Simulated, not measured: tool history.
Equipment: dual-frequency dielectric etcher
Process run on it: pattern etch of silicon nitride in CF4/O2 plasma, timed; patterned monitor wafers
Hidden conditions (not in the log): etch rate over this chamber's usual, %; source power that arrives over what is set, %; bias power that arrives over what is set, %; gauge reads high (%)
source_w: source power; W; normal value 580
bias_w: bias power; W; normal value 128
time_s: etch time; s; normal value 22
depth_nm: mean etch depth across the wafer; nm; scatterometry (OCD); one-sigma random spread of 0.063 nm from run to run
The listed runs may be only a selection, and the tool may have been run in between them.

run,hour,source_w,bias_w,time_s,wafers since the last listed run,hours since the last wet clean,hours since the last source power generator calibration,hours since the last bias power generator calibration,hours since the last upper electrode change,hours since the gauge calibration,"read-back reference wafer on the same gauge, depth_nm",depth_nm
1,0,580,128,26,0,343.7,4002.1,3951.1,2785.5,34.7,40.6,48.81
2,8.9,580,128,26,131,352.6,4011,3960,2794.4,43.6,40.62,48.81
3,23.3,580,128,22,212,367,4025.4,3974.4,2808.8,58,40.62,41.19
4,33.4,580,128,22,148,377.1,4035.5,3984.5,2818.9,68.1,40.6,41.35
5,40,580,128,22,97,383.7,4042.1,3991.1,2825.5,74.7,40.6,41.21
6,59.4,580,128,22,285,403.1,4061.5,4010.5,2844.9,94.1,40.6,41.12
7,76.6,580,128,22,253,420.3,4078.7,4027.7,2862.1,111.3,40.6,41.13
8,89.4,580,128,22,188,433.1,4091.5,4040.5,2874.9,124.1,40.59,41.03
9,103.3,580,128,22,204,447,4105.4,4054.4,2888.8,138,40.6,41.14
10,109.8,580,128,22,95,453.5,4111.9,4060.9,2895.3,144.5,40.6,40.93
# hour 115.8: gauge calibrated
# hour 139.8: wet clean of the chamber
# hour 151: source power generator calibrated
# hour 151.3: upper electrode replaced
11,151.8,490,144,22,201,12,0.8,4102.9,0.5,36,40.59,38.02
12,152.1,450,151,22,4,12.3,1.1,4103.2,0.8,36.3,40.59,35.95
13,152.5,580,128,22,5,12.7,1.5,4103.6,1.2,36.7,40.6,41.89
14,152.8,470,113,19.5,4,13,1.8,4103.9,1.5,37,40.6,28.26
# hour 161.6: bias power generator calibrated
15,162.1,580,128,22,78,22.3,11.1,0.5,10.8,46.3,40.6,42.03
16,168.7,700,128,16,97,28.9,17.7,7.1,17.4,52.9,40.6,36.4
17,178.6,580,128,26,145,38.8,27.6,17,27.3,62.8,40.59,49.34
18,194,470,104,18.5,226,54.2,43,32.4,42.7,78.2,40.6,25.41
19,204.7,470,113,19.5,157,64.9,53.7,43.1,53.4,88.9,40.6,28.18
20,218.6,630,150,22,204,78.8,67.6,57,67.3,102.8,40.61,49.24
21,228.5,580,159,28.5,145,88.7,77.5,66.9,77.2,112.7,40.6,60.92

Entry by entry between the runs, the difference in hidden state between the last listed run before and the first listed run after:
Run 10 -> run 11: gauge calibrated (hour 115.8); wet clean of the chamber (hour 139.8); source power generator calibrated (hour 151); upper electrode replaced (hour 151.3)
  etch rate over this chamber's usual, %: -1.93 -> 0.0726
  measured minus no-state result, depth_nm: -0.81 -> +0.03 nm
Run 14 -> run 15: bias power generator calibrated (hour 161.6)
  etch rate over this chamber's usual, %: 0.0683 -> 0.0279
  measured minus no-state result, depth_nm: +0.02 -> +0.02 nm
